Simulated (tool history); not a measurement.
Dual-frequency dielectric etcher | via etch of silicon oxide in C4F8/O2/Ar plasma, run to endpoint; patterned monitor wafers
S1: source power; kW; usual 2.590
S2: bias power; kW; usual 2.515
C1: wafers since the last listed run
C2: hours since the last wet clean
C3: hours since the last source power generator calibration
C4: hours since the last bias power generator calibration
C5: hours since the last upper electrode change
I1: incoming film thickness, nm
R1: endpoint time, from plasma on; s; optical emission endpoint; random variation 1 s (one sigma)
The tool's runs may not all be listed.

Run 1, day 0.000: usual settings but S2 2.210 kW; C1 0; C2 316.5; C3 644.0; C4 4115.3; C5 2174.8; I1 1504.0. Result: R1 257.6 s.
Run 2, day 1.688: usual settings but S2 2.086 kW; C1 312; C2 357.0; C3 684.5; C4 4155.8; C5 2215.3; I1 1519.9. Result: R1 265.9 s.
At day 3.458: wet clean of the chamber.
Run 3, day 4.675: usual settings; C1 367; C2 29.2; C3 756.2; C4 4227.5; C5 2287.0; I1 1518.5. Result: R1 250.1 s.
Run 4, day 7.562: usual settings; C1 533; C2 98.5; C3 825.5; C4 4296.8; C5 2356.3; I1 1527.2. Result: R1 250.6 s.
At day 15.196: bias power generator calibrated.
At day 16.058: upper electrode replaced.
Run 5, day 16.079: usual settings; C1 1384; C2 302.9; C3 1029.9; C4 21.2; C5 0.5; I1 1520.2. Result: R1 245.4 s.
Run 6, day 18.121: usual settings but S1 2.120 kW; C1 377; C2 351.9; C3 1078.9; C4 70.2; C5 49.5; I1 1524.6. Result: R1 277.2 s.
Run 7, day 20.483: usual settings but S1 2.120 kW; C1 436; C2 408.6; C3 1135.6; C4 126.9; C5 106.2; I1 1523.0. Result: R1 277.9 s.
At day 22.242: wet clean of the chamber.
Run 8, day 22.529: usual settings; C1 193; C2 6.9; C3 1184.7; C4 176.0; C5 155.3; I1 1535.8. Result: R1 252.9 s.
Run 9, day 23.579: usual settings but S1 2.380 kW, S2 2.299 kW; C1 194; C2 32.1; C3 1209.9; C4 201.2; C5 180.5; I1 1538.9. Result: R1 274.8 s.
Run 10, day 25.383: usual settings but S1 3.010 kW, S2 2.184 kW; C1 333; C2 75.4; C3 1253.2; C4 244.5; C5 223.8; I1 1512.2. Result: R1 240.7 s.
Run 11, day 26.738: usual settings; C1 250; C2 107.9; C3 1285.7; C4 277.0; C5 256.3; I1 1523.3. Result: R1 248.5 s.
Run 12, day 28.171: usual settings but S1 2.330 kW, S2 2.744 kW; C1 265; C2 142.3; C3 1320.1; C4 311.4; C5 290.7; I1 1522.6. Result: R1 251.8 s.
Run 13, day 33.675: usual settings but S2 2.008 kW; C1 1017; C2 274.4; C3 1452.2; C4 443.5; C5 422.8; I1 1519.3. Result: R1 270.4 s.
At day 34.262: source power generator calibrated.
At day 38.275: wet clean of the chamber.
Run 14, day 40.175: usual settings; C1 986; C2 45.6; C3 141.9; C4 599.5; C5 578.8; I1 1520.6. Result: R1 252.2 s.
Run 15, day 42.892: usual settings; C1 502; C2 110.8; C3 207.1; C4 664.7; C5 644.0; I1 1533.7. Result: R1 253.2 s.
Run 16, day 45.704: usual settings but S1 2.790 kW; C1 520; C2 178.3; C3 274.6; C4 732.2; C5 711.5; I1 1529.9. Result: R1 240.9 s.
Run 17, day 47.508: usual settings but S2 2.964 kW; C1 333; C2 221.6; C3 317.9; C4 775.5; C5 754.8; I1 1514.7. Result: R1 230.0 s.

Forecast each of these 3 alternatives for the next run:
Run A, day 47.529: usual settings; C1 3; C2 222.1; C3 318.4; C4 776.0; C5 755.3; I1 1526.0. Result: R1 ?.
Run B, day 47.529: usual settings but S1 3.100 kW, S2 2.730 kW; C1 3; C2 222.1; C3 318.4; C4 776.0; C5 755.3; I1 1526.0. Result: R1 ?.
Run C, day 47.529: usual settings but S1 2.030 kW, S2 3.017 kW; C1 3; C2 222.1; C3 318.4; C4 776.0; C5 755.3; I1 1526.0. Result: R1 ?.

run     R1
  A  250.8
  B  219.1
  C  268.0
Without the tool's hidden state the same runs would have given:
run     R1
  A  257.8
  B  225.3
  C  275.4
